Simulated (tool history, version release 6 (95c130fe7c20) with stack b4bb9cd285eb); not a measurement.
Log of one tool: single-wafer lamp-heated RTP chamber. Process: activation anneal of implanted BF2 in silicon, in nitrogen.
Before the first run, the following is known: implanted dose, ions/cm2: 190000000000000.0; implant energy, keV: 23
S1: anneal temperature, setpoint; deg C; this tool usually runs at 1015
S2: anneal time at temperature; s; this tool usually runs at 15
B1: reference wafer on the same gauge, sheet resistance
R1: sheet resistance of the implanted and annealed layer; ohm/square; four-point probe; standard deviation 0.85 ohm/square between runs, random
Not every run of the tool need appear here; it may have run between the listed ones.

{"run": 1, "hour": 0.0, "S1": 1015, "S2": 15, "B1": 455.38, "R1": 560.7}
{"run": 2, "hour": 8.4, "S1": 1015, "S2": 15, "B1": 455.19, "R1": 559.88}
{"run": 3, "hour": 24.5, "S1": 1015, "S2": 15, "B1": 455.19, "R1": 561.92}
{"run": 4, "hour": 41.7, "S1": 1015, "S2": 15, "B1": 454.73, "R1": 561.32}
{"run": 5, "hour": 57.3, "S1": 1015, "S2": 15, "B1": 454.45, "R1": 561.02}
{"run": 6, "hour": 72.3, "S1": 1015, "S2": 15, "B1": 454.09, "R1": 559.45}
{"run": 7, "hour": 86.6, "S1": 1015, "S2": 15, "B1": 453.79, "R1": 557.75}
{"run": 8, "hour": 93.6, "S1": 1036, "S2": 15, "B1": 453.66, "R1": 558.13}
{"run": 9, "hour": 100.0, "S1": 1036, "S2": 15, "B1": 453.85, "R1": 557.97}
{"run": 10, "hour": 116.2, "S1": 1015, "S2": 15, "B1": 453.38, "R1": 560.07}
{"run": 11, "hour": 133.5, "S1": 1015, "S2": 15, "B1": 453.01, "R1": 558.36}
{"run": 12, "hour": 151.2, "S1": 1028, "S2": 8, "B1": 452.88, "R1": 562.71}
{"run": 13, "hour": 165.3, "S1": 1028, "S2": 8, "B1": 452.41, "R1": 560.59}
{"hour": 165.3, "done": "gauge calibrated"}
{"run": 14, "hour": 177.5, "S1": 1028, "S2": 8, "B1": 458.85, "R1": 569.51}
{"run": 15, "hour": 186.3, "S1": 1015, "S2": 9, "B1": 458.58, "R1": 568.2}
{"run": 16, "hour": 195.5, "S1": 1015, "S2": 22, "B1": 458.54, "R1": 562.72}
{"run": 17, "hour": 207.3, "S1": 1015, "S2": 18, "B1": 458.27, "R1": 563.59}
{"run": 18, "hour": 217.9, "S1": 989, "S2": 15, "B1": 457.94, "R1": 567.79}

What does the tool deliver on the next run?
{"run": 19, "hour": 227.9, "S1": 987, "S2": 15, "B1": "?", "R1": "?"}

Run 19 yielded B1 457.73, R1 568.99 ohm/square.
Had the tool carried no hidden state, the very same run would have given R1 570.38 ohm/square.
